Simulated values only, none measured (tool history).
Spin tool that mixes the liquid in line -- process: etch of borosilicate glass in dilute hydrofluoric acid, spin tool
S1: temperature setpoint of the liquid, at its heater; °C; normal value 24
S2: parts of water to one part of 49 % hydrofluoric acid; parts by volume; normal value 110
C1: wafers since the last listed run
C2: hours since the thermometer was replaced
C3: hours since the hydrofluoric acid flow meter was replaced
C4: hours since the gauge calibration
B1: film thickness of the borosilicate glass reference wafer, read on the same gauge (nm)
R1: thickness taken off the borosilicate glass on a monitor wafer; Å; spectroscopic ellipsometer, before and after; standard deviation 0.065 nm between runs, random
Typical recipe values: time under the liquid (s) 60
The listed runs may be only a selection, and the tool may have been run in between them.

Run 1, day 0: usual settings but S1 27.5 °C; C1 0; C2 2970.1; C3 1052.2; C4 358.1; B1 129.99. Result: R1 200.4 Å.
Run 2, day 0.612: usual settings; C1 146; C2 2984.8; C3 1066.9; C4 372.8; B1 130. Result: R1 174.6 Å.
Run 3, day 1.017: usual settings; C1 96; C2 2994.5; C3 1076.6; C4 382.5; B1 129.97. Result: R1 174.2 Å.
Run 4, day 1.6: usual settings; C1 139; C2 3008.5; C3 1090.6; C4 396.5; B1 130.04. Result: R1 173.6 Å.
Run 5, day 1.975: usual settings; C1 89; C2 3017.5; C3 1099.6; C4 405.5; B1 129.99. Result: R1 175.1 Å.
Run 6, day 2.342: usual settings; C1 87; C2 3026.3; C3 1108.4; C4 414.3; B1 129.96. Result: R1 174.1 Å.
Run 7, day 2.842: usual settings but S2 135 parts by volume, time under the liquid (s) 45; C1 119; C2 3038.3; C3 1120.4; C4 426.3; B1 130.02. Result: R1 103.3 Å.
Run 8, day 3.146: usual settings but S1 20.5 °C; C1 72; C2 3045.6; C3 1127.7; C4 433.6; B1 129.99. Result: R1 150.9 Å.
Run 9, day 3.454: usual settings; C1 73; C2 3053; C3 1135.1; C4 441; B1 130.05. Result: R1 173 Å.
At day 3.508: gauge calibrated.
Run 10, day 4.012: usual settings; C1 133; C2 3066.4; C3 1148.5; C4 12.1; B1 130.01. Result: R1 174.7 Å.
Run 11, day 4.538: usual settings; C1 125; C2 3079; C3 1161.1; C4 24.7; B1 129.97. Result: R1 172.7 Å.
Run 12, day 4.804: usual settings; C1 63; C2 3085.4; C3 1167.5; C4 31.1; B1 129.98. Result: R1 173.6 Å.
Run 13, day 6.138: usual settings; C1 319; C2 3117.4; C3 1199.5; C4 63.1; B1 130. Result: R1 172.6 Å.
At day 6.575: hydrofluoric acid flow meter replaced.
Run 14, day 6.596: usual settings but S2 155 parts by volume; C1 99; C2 3128.4; C3 0.5; C4 74.1; B1 130.01. Result: R1 121.6 Å.
Run 15, day 7.254: usual settings but S2 65 parts by volume, time under the liquid (s) 30; C1 157; C2 3144.2; C3 16.3; C4 89.9; B1 130.05. Result: R1 160.7 Å.
Run 16, day 7.838: usual settings; C1 139; C2 3158.2; C3 30.3; C4 103.9; B1 129.99. Result: R1 179.8 Å.
Run 17, day 8.188: usual settings but S1 28 °C; C1 83; C2 3166.6; C3 38.7; C4 112.3; B1 129.98. Result: R1 211.2 Å.
Run 18, day 8.558: usual settings but S1 22 °C, S2 135 parts by volume, time under the liquid (s) 45; C1 88; C2 3175.5; C3 47.6; C4 121.2; B1 129.97. Result: R1 98.7 Å.
Run 19, day 9.3: usual settings but S2 75 parts by volume; C1 177; C2 3193.3; C3 65.4; C4 139; B1 129.99. Result: R1 274.4 Å.
Run 20, day 9.671: usual settings; C1 88; C2 3202.2; C3 74.3; C4 147.9; B1 129.99. Result: R1 179.9 Å.
At day 10.271: thermometer replaced.
Run 21, day 10.717: usual settings but S1 20 °C, S2 140 parts by volume, time under the liquid (s) 90; C1 240; C2 10.7; C3 99.4; C4 173; B1 130.04. Result: R1 192.5 Å.
Run 22, day 11.083: usual settings but S2 150 parts by volume, time under the liquid (s) 40; C1 87; C2 19.5; C3 108.2; C4 181.8; B1 130. Result: R1 92.9 Å.
Run 23, day 11.696: usual settings but S1 22.5 °C, S2 85 parts by volume, time under the liquid (s) 80; C1 146; C2 34.2; C3 122.9; C4 196.5; B1 129.99. Result: R1 332.3 Å.
Run 24, day 12.208: usual settings but S1 25.5 °C, time under the liquid (s) 45; C1 122; C2 46.5; C3 135.2; C4 208.8; B1 130. Result: R1 158.6 Å.
Run 25, day 12.617: usual settings but S1 28 °C, time under the liquid (s) 40; C1 97; C2 56.3; C3 145; C4 218.6; B1 130.02. Result: R1 154.9 Å.
Run 26, day 13.279: usual settings; C1 158; C2 72.2; C3 160.9; C4 234.5; B1 129.99. Result: R1 198.3 Å.
Run 27, day 13.558: usual settings but S1 27.5 °C, S2 140 parts by volume, time under the liquid (s) 90; C1 66; C2 78.9; C3 167.6; C4 241.2; B1 130. Result: R1 257.3 Å.
Run 28, day 14.204: usual settings but S1 25.5 °C; C1 154; C2 94.4; C3 183.1; C4 256.7; B1 130.03. Result: R1 209.4 Å.
Run 29, day 14.742: usual settings but S1 29 °C, time under the liquid (s) 80; C1 128; C2 107.3; C3 196; C4 269.6; B1 129.99. Result: R1 319.5 Å.
Run 30, day 15.338: usual settings but S2 150 parts by volume, time under the liquid (s) 40; C1 142; C2 121.6; C3 210.3; C4 283.9; B1 129.98. Result: R1 92 Å.
Run 31, day 15.792: usual settings but S2 55 parts by volume, time under the liquid (s) 30; C1 108; C2 132.5; C3 221.2; C4 294.8; B1 129.99. Result: R1 210.7 Å.
Run 32, day 16.146: usual settings; C1 84; C2 141; C3 229.7; C4 303.3; B1 129.97. Result: R1 196.9 Å.
Run 33, day 16.542: usual settings but S1 21 °C, S2 160 parts by volume, time under the liquid (s) 35; C1 94; C2 150.5; C3 239.2; C4 312.8; B1 129.96. Result: R1 66.8 Å.

Here are 4 independent what-if runs from the current tool condition. What would each one return?
Run A, day 16.558: usual settings; C1 3; C2 150.9; C3 239.6; C4 313.2; B1 ?. Result: R1 ?.
Run B, day 16.558: usual settings but S1 20 °C, S2 160 parts by volume, time under the liquid (s) 80; C1 3; C2 150.9; C3 239.6; C4 313.2; B1 ?. Result: R1 ?.
Run C, day 16.558: usual settings but S1 19.5 °C, S2 65 parts by volume, time under the liquid (s) 45; C1 3; C2 150.9; C3 239.6; C4 313.2; B1 ?. Result: R1 ?.
Run D, day 16.558: usual settings but S1 27 °C, time under the liquid (s) 45; C1 3; C2 150.9; C3 239.6; C4 313.2; B1 ?. Result: R1 ?.

run      B1     R1
  A  129.98  196.3
  B  129.98  145.3
  C  129.98  218.6
  D  129.98  165.5
With no hidden state in the tool, these same runs would have given:
run     R1
  A  200.6
  B  148.6
  C  223.6
  D    169

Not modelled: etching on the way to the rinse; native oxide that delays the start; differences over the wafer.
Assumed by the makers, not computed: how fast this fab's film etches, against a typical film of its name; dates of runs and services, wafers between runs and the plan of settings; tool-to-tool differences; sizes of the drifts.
